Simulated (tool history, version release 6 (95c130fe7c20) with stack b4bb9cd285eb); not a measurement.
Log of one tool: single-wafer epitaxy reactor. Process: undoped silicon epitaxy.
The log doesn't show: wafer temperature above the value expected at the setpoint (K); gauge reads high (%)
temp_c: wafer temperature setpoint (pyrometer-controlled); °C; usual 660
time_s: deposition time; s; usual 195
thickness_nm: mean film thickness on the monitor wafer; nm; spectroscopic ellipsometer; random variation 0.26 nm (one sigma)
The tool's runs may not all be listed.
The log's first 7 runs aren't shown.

run,hour,temp_c,time_s,wafers since the last listed run,hours since the last pyrometer calibration,hours since the gauge calibration,"read-back reference wafer on the same gauge, thickness_nm",thickness_nm
8,188.2,652,225,217,2898.5,406.7,46.787,37.726
9,207.3,660,168,168,2917.6,425.8,46.785,34.482
10,227.7,660,195,179,2938,446.2,46.947,40.329
# hour 253.3: pyrometer calibrated
11,260.2,660,195,215,6.9,478.7,46.848,44.45
12,282.7,660,195,198,29.4,501.2,46.78,44.276
13,305.2,649,195,198,51.9,523.7,46.685,33.757
14,321.5,660,195,143,68.2,540,46.742,43.864
15,353.2,660,195,279,99.9,571.7,46.857,43.724
16,387.2,666,221,299,133.9,605.7,46.718,57.322
17,404.2,664,208,149,150.9,622.7,46.816,50.731
18,420.5,668,173,143,167.2,639,46.911,46.846
19,456.5,660,185,317,203.2,675,46.934,40.879
20,486.9,652,195,267,233.6,705.4,46.853,35.404
21,514.5,656,195,243,261.2,733,46.879,38.531
# hour 545.1: gauge calibrated
22,545.5,660,211,273,292.2,0.4,46.811,46.537
23,557.7,660,195,107,304.4,12.6,46.884,42.968
24,578.3,660,195,181,325,33.2,46.844,43.262
25,592.8,655,163,127,339.5,47.7,46.825,31.479
26,609.7,660,195,148,356.4,64.6,46.839,42.066

The next listed run, before its measurement:
27,629.6,649,209,175,376.3,84.5,?,?

read-back reference wafer on the same gauge, thickness_nm: 46.855
thickness_nm: 34.981 nm
Without the tool's hidden state the same run would have given thickness_nm 37.134 nm.
